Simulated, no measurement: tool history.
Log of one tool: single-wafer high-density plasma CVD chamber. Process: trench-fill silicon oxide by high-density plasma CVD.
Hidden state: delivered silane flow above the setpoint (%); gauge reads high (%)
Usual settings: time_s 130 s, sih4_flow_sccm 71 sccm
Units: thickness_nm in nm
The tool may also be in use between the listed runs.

run    hour  time_s  sih4_flow_sccm  wafers since the last listed run  hours since the silane flow controller was replaced  hours since the gauge calibration  read-back reference wafer on the same gauge, thickness_nm  thickness_nm
  1     0.0     130              71                                 0                                               4618.1                              177.1                                                   1019.206      1054.520
  2    58.1     130              71                               591                                               4676.2                              235.2                                                   1021.143      1048.937
  3   125.1     130              71                               681                                               4743.2                              302.2                                                   1020.546      1051.468
  4   169.7     130              71                               453                                               4787.8                              346.8                                                   1019.794      1041.117
  5   237.5     130              71                               689                                               4855.6                              414.6                                                   1020.190      1052.467
  6   302.7     124              71                               663                                               4920.8                              479.8                                                   1021.631      1001.623
  7   381.7     124              71                               803                                               4999.8                              558.8                                                   1019.312      1002.607
  8   439.5     124              71                               588                                               5057.6                              616.6                                                   1020.300      1005.816
  9   476.5     111              71                               376                                               5094.6                              653.6                                                   1019.804       895.836
 10   562.7     130              71                               876                                               5180.8                              739.8                                                   1019.534      1052.596
 11   627.4     130              71                               658                                               5245.5                              804.5                                                   1018.859      1059.124
 12   739.8     130              71                              1143                                               5357.9                              916.9                                                   1019.133      1054.121
 13   831.9     114              71                               936                                               5450.0                             1009.0                                                   1019.866       926.694
 14   882.8     114              71                               517                                               5500.9                             1059.9                                                   1019.691       924.797
 15   958.1     114              71                               766                                               5576.2                             1135.2                                                   1019.546       914.921
     1048.4  -- silane flow controller replaced
 16  1055.3     116              71                               907                                                  6.9                             1232.4                                                   1020.494       901.148
 17  1154.3     116              71                              1007                                                105.9                             1331.4                                                   1019.890       901.197
 18  1257.7     130              71                              1051                                                209.3                             1434.8                                                   1020.022      1015.063
 19  1359.5     130              71                              1035                                                311.1                             1536.6                                                   1020.156      1010.933
 20  1425.8     130              71                               674                                                377.4                             1602.9                                                   1020.685      1014.710
 21  1464.9     130              71                               397                                                416.5                             1642.0                                                   1020.829      1020.411
 22  1537.5     114              79                               738                                                489.1                             1714.6                                                   1019.976       965.332
 23  1587.3     115              71                               506                                                538.9                             1764.4                                                   1020.088       906.946
 24  1637.5     130              67                               510                                                589.1                             1814.6                                                   1020.581       979.459
 25  1702.9     130              79                               665                                                654.5                             1880.0                                                   1019.281      1106.473
 26  1750.8     138              76                               487                                                702.4                             1927.9                                                   1020.405      1148.281
 27  1846.2     111              71                               970                                                797.8                             2023.3                                                   1020.330       880.644
 28  1927.6     137              66                               828                                                879.2                             2104.7                                                   1020.829      1026.183
 29  2164.1     130              71                              2405                                               1115.7                             2341.2                                                   1018.790      1035.223
 30  2225.1     130              60                               620                                               1176.7                             2402.2                                                   1020.617       916.503
 31  2282.3     120              79                               581                                               1233.9                             2459.4                                                   1020.512      1031.273
 32  2335.8     156              81                               544                                               1287.4                             2512.9                                                   1019.581      1375.120
 33  2435.6     130              63                              1015                                               1387.2                             2612.7                                                   1019.771       949.147
 34  2495.4     152              71                               608                                               1447.0                             2672.5                                                   1018.947      1201.340
     2528.1  -- gauge calibrated
 35  2598.0     130              71                              1043                                               1549.6                               69.9                                                   1022.665      1044.930
 36  2644.5     130              71                               473                                               1596.1                              116.4                                                   1019.753      1037.918
 37  2724.7     108              77                               815                                               1676.3                              196.6                                                   1019.681       917.048
 38  2769.8     150              71                               458                                               1721.4                              241.7                                                   1019.358      1200.750
 39  2817.1     130              71                               481                                               1768.7                              289.0                                                   1020.708      1050.106
 40  2923.8     152              79                              1085                                               1875.4                              395.7                                                   1021.611      1304.757
 41  2979.5     130              79                               566                                               1931.1                              451.4                                                   1020.707      1128.543
 42  3016.5     117              61                               376                                               1968.1                              488.4                                                   1019.818       833.644
 43  3112.5     130              71                               976                                               2064.1                              584.4                                                   1019.612      1040.651
 44  3271.4     142              81                              1616                                               2223.0                              743.3                                                   1021.578      1259.479
 45  3336.8     130              71                               665                                               2288.4                              808.7                                                   1020.298      1044.253

Forecast each of these 5 alternatives for the next run:
  A  3337.2     144              71                                 4                                               2288.8                              809.1                                                          ?             ?
  B  3337.2     148              71                                 4                                               2288.8                              809.1                                                          ?             ?
  C  3337.2     105              80                                 4                                               2288.8                              809.1                                                          ?             ?
  D  3337.2     130              85                                 4                                               2288.8                              809.1                                                          ?             ?
  E  3337.2     137              71                                 4                                               2288.8                              809.1                                                          ?             ?

run  read-back reference wafer on the same gauge, thickness_nm  thickness_nm
  A                                                   1020.719      1160.131
  B                                                   1020.719      1192.357
  C                                                   1020.719       925.005
  D                                                   1020.719      1199.635
  E                                                   1020.719      1103.736
Without the tool's hidden state the same runs would have given:
run  thickness_nm
  A      1119.594
  B      1150.694
  C       892.683
  D      1157.717
  E      1065.169
